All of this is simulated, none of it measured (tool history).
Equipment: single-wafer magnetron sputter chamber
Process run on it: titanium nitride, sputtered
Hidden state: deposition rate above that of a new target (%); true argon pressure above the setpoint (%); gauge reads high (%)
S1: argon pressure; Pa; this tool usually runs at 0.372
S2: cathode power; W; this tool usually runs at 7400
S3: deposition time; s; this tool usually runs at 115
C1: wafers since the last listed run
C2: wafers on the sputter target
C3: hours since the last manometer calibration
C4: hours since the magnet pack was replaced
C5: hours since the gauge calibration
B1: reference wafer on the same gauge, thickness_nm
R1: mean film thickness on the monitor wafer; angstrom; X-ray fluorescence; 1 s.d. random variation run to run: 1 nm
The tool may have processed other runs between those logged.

run   hour     S1    S2   S3   C1    C2      C3       C4     C5       B1       R1
  1      0  0.372  8250  103    0  5451  1326.9  12159.1  102.1  150.018  1585.84
  2    6.9  0.372  8250  103  127  5578  1333.8    12166    109  149.758  1572.03
  3   18.6  0.372  8250  103  215  5794  1345.5  12177.7  120.7  150.263  1580.87
  4   26.6  0.372  7400  108  147  5942  1353.5  12185.7  128.7  149.664  1479.41
  5   43.6  0.372  7400  108  313  6256  1370.5  12202.7  145.7  149.945  1477.39
  6   57.3  0.403  7400  115  252  6508  1384.2  12216.4  159.4  150.189  1558.59
  7   72.3  0.403  7400  115  276  6785  1399.2  12231.4  174.4   149.59  1575.63
      90.2  -- gauge calibrated
     100.5  -- magnet pack replaced
  8    101  0.403  7400  115  381  7167  1427.9      0.5   10.8  149.903  1556.65
     120.4  -- sputter target and shields replaced
  9  120.9  0.372  7400  115  219     9  1447.8     20.4   30.7   150.13  1467.25
 10  132.3  0.372  7400  108  210   219  1459.2     31.8   42.1  150.054  1363.21
 11  146.4  0.372  7400  115  260   479  1473.3     45.9   56.2    150.3  1436.21
 12  156.2  0.372  7400  115  180   660  1483.1     55.7     66  149.844  1441.52
     170.4  -- sputter target and shields replaced, repeated, since the last time left the tool worse
 13  171.5  0.372  8250  126  134    20  1498.4       71   81.3  149.712  2059.39
     186.3  -- capacitance manometer re-zeroed and calibrated
 14  186.8  0.464  8500  115  134   155     0.5     86.3   96.6  150.142  1860.36
 15    190  0.447  6650  135   59   214     3.7     89.5   99.8  150.224  1718.01
 16    199  0.372  8250  103  166   380    12.7     98.5  108.8  149.768  1626.92
 17    213  0.372  7400  131  258   638    26.7    112.5  122.8  150.096  1877.48
 18  220.8   0.27  8400  115  143   782    34.5    120.3  130.6  150.016  1873.61
 19  233.3  0.277  8550  133  230  1013      47    132.8  143.1  150.153  2229.17

Forecast each of these 5 alternatives for the next run:
  A  233.7  0.423  7400  115   7  1020  47.4  133.2  143.5   ?   ?
  B  233.7  0.411  7400  115   7  1020  47.4  133.2  143.5   ?   ?
  C  233.7  0.372  9050  134   7  1020  47.4  133.2  143.5   ?   ?
  D  233.7  0.372  6400  115   7  1020  47.4  133.2  143.5   ?   ?
  E  233.7  0.487  8750  105   7  1020  47.4  133.2  143.5   ?   ?

run       B1       R1
  A  150.233  1609.75
  B  150.233  1614.05
  C  150.233  2320.16
  D  150.233  1408.13
  E  150.233   1713.4
With the hidden condition removed and each run's random variation left untouched, the same runs would have given:
run       R1
  A  1672.69
  B  1677.16
  C  2410.88
  D  1463.19
  E  1780.39
